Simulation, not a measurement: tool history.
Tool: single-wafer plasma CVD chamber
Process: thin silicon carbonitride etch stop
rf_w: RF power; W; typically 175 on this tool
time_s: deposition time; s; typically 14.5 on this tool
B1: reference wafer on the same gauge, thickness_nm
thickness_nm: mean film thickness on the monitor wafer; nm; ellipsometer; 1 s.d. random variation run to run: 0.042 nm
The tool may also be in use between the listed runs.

run 1 hour=0 | rf_w=175 time_s=14.5 | B1=8.394 | thickness_nm=8.473
run 2 hour=23.1 | rf_w=175 time_s=14.5 | B1=8.386 | thickness_nm=8.486
run 3 hour=33.3 | rf_w=175 time_s=14.5 | B1=8.402 | thickness_nm=8.453
-- hour=76.6 showerhead replaced
run 4 hour=77.1 | rf_w=155 time_s=14.5 | B1=8.39 | thickness_nm=8.036
-- hour=84.6 gauge calibrated
run 5 hour=93 | rf_w=175 time_s=14.5 | B1=8.396 | thickness_nm=8.518
run 6 hour=104 | rf_w=175 time_s=14.5 | B1=8.4 | thickness_nm=8.529
run 7 hour=118.1 | rf_w=175 time_s=14.5 | B1=8.398 | thickness_nm=8.464
run 8 hour=127.9 | rf_w=175 time_s=14.5 | B1=8.399 | thickness_nm=8.449
run 9 hour=140.2 | rf_w=175 time_s=14.5 | B1=8.422 | thickness_nm=8.409
run 10 hour=155 | rf_w=175 time_s=14.5 | B1=8.386 | thickness_nm=8.461
run 11 hour=162.1 | rf_w=175 time_s=14.5 | B1=8.409 | thickness_nm=8.534
run 12 hour=173.2 | rf_w=175 time_s=14.5 | B1=8.401 | thickness_nm=8.466
run 13 hour=191.1 | rf_w=195 time_s=15.7 | B1=8.404 | thickness_nm=9.597
run 14 hour=241.1 | rf_w=155 time_s=12.8 | B1=8.396 | thickness_nm=7.112
-- hour=249.4 RF generator calibrated
run 15 hour=249.9 | rf_w=160 time_s=11.9 | B1=8.375 | thickness_nm=6.673
run 16 hour=266.1 | rf_w=190 time_s=15.6 | B1=8.409 | thickness_nm=9.413
run 17 hour=283.3 | rf_w=150 time_s=13 | B1=8.404 | thickness_nm=7.073
run 18 hour=294.2 | rf_w=175 time_s=14.5 | B1=8.395 | thickness_nm=8.529
-- hour=305.7 thermocouple changed; heater temperature recalibrated
run 19 hour=306.2 | rf_w=175 time_s=14.5 | B1=8.41 | thickness_nm=8.427
run 20 hour=318.2 | rf_w=160 time_s=16.8 | B1=8.372 | thickness_nm=9.438
run 21 hour=329.7 | rf_w=175 time_s=14.5 | B1=8.402 | thickness_nm=8.53
run 22 hour=341.7 | rf_w=175 time_s=14.5 | B1=8.382 | thickness_nm=8.451
run 23 hour=352 | rf_w=175 time_s=14.5 | B1=8.399 | thickness_nm=8.45
run 24 hour=358.6 | rf_w=155 time_s=16 | B1=8.392 | thickness_nm=8.828
run 25 hour=371.4 | rf_w=200 time_s=14.5 | B1=8.406 | thickness_nm=8.989
run 26 hour=386.5 | rf_w=195 time_s=13.1 | B1=8.398 | thickness_nm=8.019
run 27 hour=397.5 | rf_w=165 time_s=16.4 | B1=8.397 | thickness_nm=9.289
run 28 hour=415.2 | rf_w=175 time_s=14.5 | B1=8.418 | thickness_nm=8.415
run 29 hour=425.6 | rf_w=175 time_s=14.5 | B1=8.393 | thickness_nm=8.4
run 30 hour=440 | rf_w=155 time_s=11.8 | B1=8.38 | thickness_nm=6.56
run 31 hour=448 | rf_w=150 time_s=12.6 | B1=8.411 | thickness_nm=6.889
run 32 hour=458.3 | rf_w=165 time_s=14.5 | B1=8.393 | thickness_nm=8.17
run 33 hour=476 | rf_w=145 time_s=11.9 | B1=8.404 | thickness_nm=6.337
run 34 hour=493.5 | rf_w=190 time_s=12.2 | B1=8.391 | thickness_nm=7.347
run 35 hour=532.7 | rf_w=175 time_s=14.5 | B1=8.391 | thickness_nm=8.477
run 36 hour=567.4 | rf_w=155 time_s=15.5 | B1=8.414 | thickness_nm=8.602
run 37 hour=584.9 | rf_w=150 time_s=11.9 | B1=8.403 | thickness_nm=6.504

Alternative continuations, all from the tool just after run 37; predict every row:
run A hour=585.3 | rf_w=175 time_s=14.5 | B1=? | thickness_nm=?
run B hour=585.3 | rf_w=190 time_s=13 | B1=? | thickness_nm=?
run C hour=585.3 | rf_w=210 time_s=16.4 | B1=? | thickness_nm=?

run=A B1=8.398 thickness_nm=8.495
run=B B1=8.398 thickness_nm=7.885
run=C B1=8.398 thickness_nm=10.36
Without the tool's unlogged condition, the same runs would have read:
run=A thickness_nm=8.495
run=B thickness_nm=7.885
run=C thickness_nm=10.36
